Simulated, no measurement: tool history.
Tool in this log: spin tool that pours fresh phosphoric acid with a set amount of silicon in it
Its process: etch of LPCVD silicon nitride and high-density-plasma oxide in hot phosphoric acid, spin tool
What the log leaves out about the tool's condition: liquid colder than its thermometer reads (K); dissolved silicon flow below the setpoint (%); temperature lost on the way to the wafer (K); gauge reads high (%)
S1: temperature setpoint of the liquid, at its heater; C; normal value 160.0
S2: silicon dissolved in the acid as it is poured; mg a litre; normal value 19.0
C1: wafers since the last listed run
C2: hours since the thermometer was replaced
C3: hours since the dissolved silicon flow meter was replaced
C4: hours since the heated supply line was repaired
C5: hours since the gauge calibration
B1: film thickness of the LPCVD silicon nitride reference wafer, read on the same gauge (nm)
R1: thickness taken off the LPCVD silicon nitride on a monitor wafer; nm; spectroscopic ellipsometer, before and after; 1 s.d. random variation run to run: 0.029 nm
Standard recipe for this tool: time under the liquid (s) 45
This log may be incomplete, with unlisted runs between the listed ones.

Run 1, day 0.000: usual settings; C1 0; C2 119.4; C3 95.5; C4 134.7; C5 157.2; B1 99.980. Result: R1 3.977 nm.
Run 2, day 1.092: usual settings but S1 158.5 C, S2 29.5 mg a litre, time under the liquid (s) 55; C1 358; C2 145.6; C3 121.7; C4 160.9; C5 183.4; B1 99.998. Result: R1 4.613 nm.
Run 3, day 1.688: usual settings but S1 162.0 C, S2 27.0 mg a litre, time under the liquid (s) 60; C1 195; C2 159.9; C3 136.0; C4 175.2; C5 197.7; B1 99.987. Result: R1 5.691 nm.
Run 4, day 2.538: usual settings but S1 157.0 C, S2 31.5 mg a litre, time under the liquid (s) 25; C1 278; C2 180.3; C3 156.4; C4 195.6; C5 218.1; B1 100.014. Result: R1 1.997 nm.
Run 5, day 3.542: usual settings; C1 329; C2 204.4; C3 180.5; C4 219.7; C5 242.2; B1 100.000. Result: R1 4.031 nm.
Run 6, day 4.758: usual settings but S1 161.5 C, S2 10.5 mg a litre, time under the liquid (s) 30; C1 399; C2 233.6; C3 209.7; C4 248.9; C5 271.4; B1 99.987. Result: R1 2.796 nm.
Run 7, day 6.446: usual settings; C1 553; C2 274.1; C3 250.2; C4 289.4; C5 311.9; B1 99.999. Result: R1 4.024 nm.
Run 8, day 7.721: usual settings but S1 158.5 C, S2 25.0 mg a litre, time under the liquid (s) 55; C1 418; C2 304.7; C3 280.8; C4 320.0; C5 342.5; B1 100.003. Result: R1 4.657 nm.
Run 9, day 9.033: usual settings; C1 430; C2 336.2; C3 312.3; C4 351.5; C5 374.0; B1 100.005. Result: R1 3.958 nm.
Run 10, day 9.829: usual settings but S1 158.5 C, S2 4.5 mg a litre; C1 261; C2 355.3; C3 331.4; C4 370.6; C5 393.1; B1 100.012. Result: R1 3.786 nm.
Run 11, day 10.471: usual settings but S1 157.5 C, time under the liquid (s) 40; C1 210; C2 370.7; C3 346.8; C4 386.0; C5 408.5; B1 100.010. Result: R1 3.269 nm.
Run 12, day 11.683: usual settings but S2 6.0 mg a litre; C1 397; C2 399.8; C3 375.9; C4 415.1; C5 437.6; B1 100.001. Result: R1 3.990 nm.
Run 13, day 12.621: usual settings but S1 159.0 C, time under the liquid (s) 55; C1 307; C2 422.3; C3 398.4; C4 437.6; C5 460.1; B1 99.986. Result: R1 4.734 nm.
Run 14, day 13.496: usual settings; C1 287; C2 443.3; C3 419.4; C4 458.6; C5 481.1; B1 99.978. Result: R1 4.032 nm.
Run 15, day 14.388: usual settings but S1 158.5 C, S2 25.0 mg a litre, time under the liquid (s) 30; C1 292; C2 464.7; C3 440.8; C4 480.0; C5 502.5; B1 99.987. Result: R1 2.539 nm.
Run 16, day 15.546: usual settings; C1 380; C2 492.5; C3 468.6; C4 507.8; C5 530.3; B1 100.022. Result: R1 3.996 nm.
Run 17, day 16.867: usual settings but S1 157.5 C, S2 29.5 mg a litre, time under the liquid (s) 30; C1 433; C2 524.2; C3 500.3; C4 539.5; C5 562.0; B1 99.990. Result: R1 2.465 nm.
Run 18, day 18.054: usual settings; C1 389; C2 552.7; C3 528.8; C4 568.0; C5 590.5; B1 99.981. Result: R1 4.002 nm.
Run 19, day 18.975: usual settings but S1 161.5 C, S2 14.0 mg a litre, time under the liquid (s) 60; C1 302; C2 574.8; C3 550.9; C4 590.1; C5 612.6; B1 100.010. Result: R1 5.635 nm.
Run 20, day 20.158: usual settings but S1 162.0 C, S2 10.0 mg a litre, time under the liquid (s) 60; C1 388; C2 603.2; C3 579.3; C4 618.5; C5 641.0; B1 99.992. Result: R1 5.738 nm.
Run 21, day 20.771: usual settings; C1 200; C2 617.9; C3 594.0; C4 633.2; C5 655.7; B1 100.013. Result: R1 4.002 nm.
Run 22, day 21.408: usual settings; C1 209; C2 633.2; C3 609.3; C4 648.5; C5 671.0; B1 100.043. Result: R1 3.964 nm.

The tool's hidden state at each run:
liquid colder than its thermometer reads (K): 0, the same for each run
dissolved silicon flow below the setpoint (%): 0, the same for each run
temperature lost on the way to the wafer (K): 0, the same for each run
gauge reads high (%): 0, the same for each run

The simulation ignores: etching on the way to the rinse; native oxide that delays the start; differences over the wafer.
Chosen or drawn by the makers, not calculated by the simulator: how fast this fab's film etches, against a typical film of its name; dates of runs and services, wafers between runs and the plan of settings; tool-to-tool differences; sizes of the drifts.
